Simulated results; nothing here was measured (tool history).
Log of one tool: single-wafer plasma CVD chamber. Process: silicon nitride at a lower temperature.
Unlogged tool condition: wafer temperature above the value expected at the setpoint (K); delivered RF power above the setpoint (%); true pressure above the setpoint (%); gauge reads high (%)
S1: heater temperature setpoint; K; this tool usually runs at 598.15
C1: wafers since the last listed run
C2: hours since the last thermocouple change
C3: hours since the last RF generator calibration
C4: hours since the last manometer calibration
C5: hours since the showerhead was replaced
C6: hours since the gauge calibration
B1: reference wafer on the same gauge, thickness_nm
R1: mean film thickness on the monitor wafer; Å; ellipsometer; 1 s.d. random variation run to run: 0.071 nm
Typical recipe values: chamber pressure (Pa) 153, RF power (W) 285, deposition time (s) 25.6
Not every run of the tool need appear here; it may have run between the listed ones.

run 1 hour=0 | S1=598.15 chamber_pressure_(Pa)=153 RF_power_(W)=285 deposition_time_(s)=25.6 | C1=0 C2=794.8 C3=1784.7 C4=1847.8 C5=3079.5 C6=398.3 | B1=29.571 | R1=268.39
run 2 hour=15.5 | S1=598.15 chamber_pressure_(Pa)=153 RF_power_(W)=285 deposition_time_(s)=23.4 | C1=527 C2=810.3 C3=1800.2 C4=1863.3 C5=3095 C6=413.8 | B1=29.588 | R1=244.94
run 3 hour=46.1 | S1=598.15 chamber_pressure_(Pa)=153 RF_power_(W)=285 deposition_time_(s)=23.4 | C1=1040 C2=840.9 C3=1830.8 C4=1893.9 C5=3125.6 C6=444.4 | B1=29.564 | R1=244.02
run 4 hour=62.9 | S1=598.15 chamber_pressure_(Pa)=140 RF_power_(W)=285 deposition_time_(s)=25.6 | C1=571 C2=857.7 C3=1847.6 C4=1910.7 C5=3142.4 C6=461.2 | B1=29.517 | R1=261.01
run 5 hour=95.2 | S1=598.15 chamber_pressure_(Pa)=140 RF_power_(W)=285 deposition_time_(s)=25.6 | C1=1098 C2=890 C3=1879.9 C4=1943 C5=3174.7 C6=493.5 | B1=29.459 | R1=260.35
run 6 hour=109.4 | S1=598.15 chamber_pressure_(Pa)=153 RF_power_(W)=315 deposition_time_(s)=25.6 | C1=483 C2=904.2 C3=1894.1 C4=1957.2 C5=3188.9 C6=507.7 | B1=29.477 | R1=283.69
run 7 hour=133.2 | S1=598.15 chamber_pressure_(Pa)=153 RF_power_(W)=315 deposition_time_(s)=25.6 | C1=809 C2=928 C3=1917.9 C4=1981 C5=3212.7 C6=531.5 | B1=29.394 | R1=283.91
run 8 hour=156.4 | S1=598.15 chamber_pressure_(Pa)=153 RF_power_(W)=315 deposition_time_(s)=25.6 | C1=789 C2=951.2 C3=1941.1 C4=2004.2 C5=3235.9 C6=554.7 | B1=29.341 | R1=283.96
run 9 hour=174.7 | S1=598.15 chamber_pressure_(Pa)=153 RF_power_(W)=285 deposition_time_(s)=25.6 | C1=622 C2=969.5 C3=1959.4 C4=2022.5 C5=3254.2 C6=573 | B1=29.325 | R1=265.49
run 10 hour=206.6 | S1=598.15 chamber_pressure_(Pa)=153 RF_power_(W)=255 deposition_time_(s)=25.6 | C1=1085 C2=1001.4 C3=1991.3 C4=2054.4 C5=3286.1 C6=604.9 | B1=29.297 | R1=246.2
run 11 hour=229.4 | S1=598.15 chamber_pressure_(Pa)=153 RF_power_(W)=255 deposition_time_(s)=25.6 | C1=775 C2=1024.2 C3=2014.1 C4=2077.2 C5=3308.9 C6=627.7 | B1=29.265 | R1=244.94
run 12 hour=253.9 | S1=598.15 chamber_pressure_(Pa)=153 RF_power_(W)=255 deposition_time_(s)=25.6 | C1=833 C2=1048.7 C3=2038.6 C4=2101.7 C5=3333.4 C6=652.2 | B1=29.196 | R1=245.07
run 13 hour=279.6 | S1=594.15 chamber_pressure_(Pa)=140 RF_power_(W)=285 deposition_time_(s)=25.6 | C1=874 C2=1074.4 C3=2064.3 C4=2127.4 C5=3359.1 C6=677.9 | B1=29.157 | R1=256.47
run 14 hour=311.5 | S1=594.15 chamber_pressure_(Pa)=140 RF_power_(W)=285 deposition_time_(s)=25.6 | C1=1085 C2=1106.3 C3=2096.2 C4=2159.3 C5=3391 C6=709.8 | B1=29.063 | R1=256.53
run 15 hour=339.3 | S1=598.15 chamber_pressure_(Pa)=153 RF_power_(W)=285 deposition_time_(s)=25.6 | C1=945 C2=1134.1 C3=2124 C4=2187.1 C5=3418.8 C6=737.6 | B1=29.027 | R1=262.67
run 16 hour=400.9 | S1=598.15 chamber_pressure_(Pa)=120 RF_power_(W)=320 deposition_time_(s)=30.4 | C1=2095 C2=1195.7 C3=2185.6 C4=2248.7 C5=3480.4 C6=799.2 | B1=28.896 | R1=310.38
-- hour=402.6 gauge calibrated
run 17 hour=428 | S1=609.15 chamber_pressure_(Pa)=153 RF_power_(W)=285 deposition_time_(s)=25.6 | C1=921 C2=1222.8 C3=2212.7 C4=2275.8 C5=3507.5 C6=25.4 | B1=29.904 | R1=270.22
-- hour=446.1 showerhead replaced
-- hour=505.8 RF generator calibrated
run 18 hour=506.3 | S1=594.15 chamber_pressure_(Pa)=153 RF_power_(W)=285 deposition_time_(s)=29.1 | C1=2119 C2=1301.1 C3=0.5 C4=2354.1 C5=60.2 C6=103.7 | B1=29.932 | R1=308.73
run 19 hour=526.7 | S1=583.15 chamber_pressure_(Pa)=127 RF_power_(W)=310 deposition_time_(s)=25.6 | C1=693 C2=1321.5 C3=20.9 C4=2374.5 C5=80.6 C6=124.1 | B1=29.919 | R1=272.01
run 20 hour=548.7 | S1=610.15 chamber_pressure_(Pa)=187 RF_power_(W)=325 deposition_time_(s)=30.4 | C1=748 C2=1343.5 C3=42.9 C4=2396.5 C5=102.6 C6=146.1 | B1=29.923 | R1=366.76
run 21 hour=568.8 | S1=598.15 chamber_pressure_(Pa)=153 RF_power_(W)=285 deposition_time_(s)=30.1 | C1=683 C2=1363.6 C3=63 C4=2416.6 C5=122.7 C6=166.2 | B1=29.879 | R1=318.21
-- hour=625 capacitance manometer re-zeroed and calibrated
run 22 hour=632 | S1=598.15 chamber_pressure_(Pa)=128 RF_power_(W)=285 deposition_time_(s)=25.6 | C1=1877 C2=1426.8 C3=126.2 C4=7 C5=185.9 C6=229.4 | B1=29.828 | R1=256.56
run 23 hour=646.6 | S1=598.15 chamber_pressure_(Pa)=153 RF_power_(W)=285 deposition_time_(s)=25.6 | C1=496 C2=1441.4 C3=140.8 C4=21.6 C5=200.5 C6=244 | B1=29.829 | R1=270.01
-- hour=667.9 thermocouple changed; heater temperature recalibrated
run 24 hour=673.6 | S1=598.15 chamber_pressure_(Pa)=179 RF_power_(W)=285 deposition_time_(s)=25.6 | C1=646 C2=5.7 C3=167.8 C4=48.6 C5=227.5 C6=271 | B1=29.813 | R1=281.7
run 25 hour=701.8 | S1=598.15 chamber_pressure_(Pa)=143 RF_power_(W)=265 deposition_time_(s)=25.6 | C1=959 C2=33.9 C3=196 C4=76.8 C5=255.7 C6=299.2 | B1=29.776 | R1=250.49
run 26 hour=732.1 | S1=589.15 chamber_pressure_(Pa)=175 RF_power_(W)=285 deposition_time_(s)=23.9 | C1=1030 C2=64.2 C3=226.3 C4=107.1 C5=286 C6=329.5 | B1=29.784 | R1=261.9
run 27 hour=761.2 | S1=609.15 chamber_pressure_(Pa)=121 RF_power_(W)=285 deposition_time_(s)=27.5 | C1=989 C2=93.3 C3=255.4 C4=136.2 C5=315.1 C6=358.6 | B1=29.746 | R1=268.77
run 28 hour=864.4 | S1=594.15 chamber_pressure_(Pa)=140 RF_power_(W)=285 deposition_time_(s)=25.6 | C1=3510 C2=196.5 C3=358.6 C4=239.4 C5=418.3 C6=461.8 | B1=29.601 | R1=261.07

Below are 5 alternative next runs, each starting from the tool's condition after run 28. Predict each:
run A hour=864.8 | S1=598.15 chamber_pressure_(Pa)=153 RF_power_(W)=285 deposition_time_(s)=25.6 | C1=13 C2=196.9 C3=359 C4=239.8 C5=418.7 C6=462.2 | B1=? | R1=?
run B hour=864.8 | S1=598.15 chamber_pressure_(Pa)=153 RF_power_(W)=230 deposition_time_(s)=25.6 | C1=13 C2=196.9 C3=359 C4=239.8 C5=418.7 C6=462.2 | B1=? | R1=?
run C hour=864.8 | S1=598.15 chamber_pressure_(Pa)=153 RF_power_(W)=285 deposition_time_(s)=30.6 | C1=13 C2=196.9 C3=359 C4=239.8 C5=418.7 C6=462.2 | B1=? | R1=?
run D hour=864.8 | S1=588.15 chamber_pressure_(Pa)=119 RF_power_(W)=325 deposition_time_(s)=23.4 | C1=13 C2=196.9 C3=359 C4=239.8 C5=418.7 C6=462.2 | B1=? | R1=?
run E hour=864.8 | S1=593.15 chamber_pressure_(Pa)=137 RF_power_(W)=305 deposition_time_(s)=21.7 | C1=13 C2=196.9 C3=359 C4=239.8 C5=418.7 C6=462.2 | B1=? | R1=?

run=A B1=29.615 R1=267.49
run=B B1=29.615 R1=231.41
run=C B1=29.615 R1=319.61
run=D B1=29.615 R1=247.59
run=E B1=29.615 R1=229.99
With no hidden state in the tool, these same runs would have given:
run=A R1=270.1
run=B R1=233.67
run=C R1=322.73
run=D R1=250.01
run=E R1=232.23
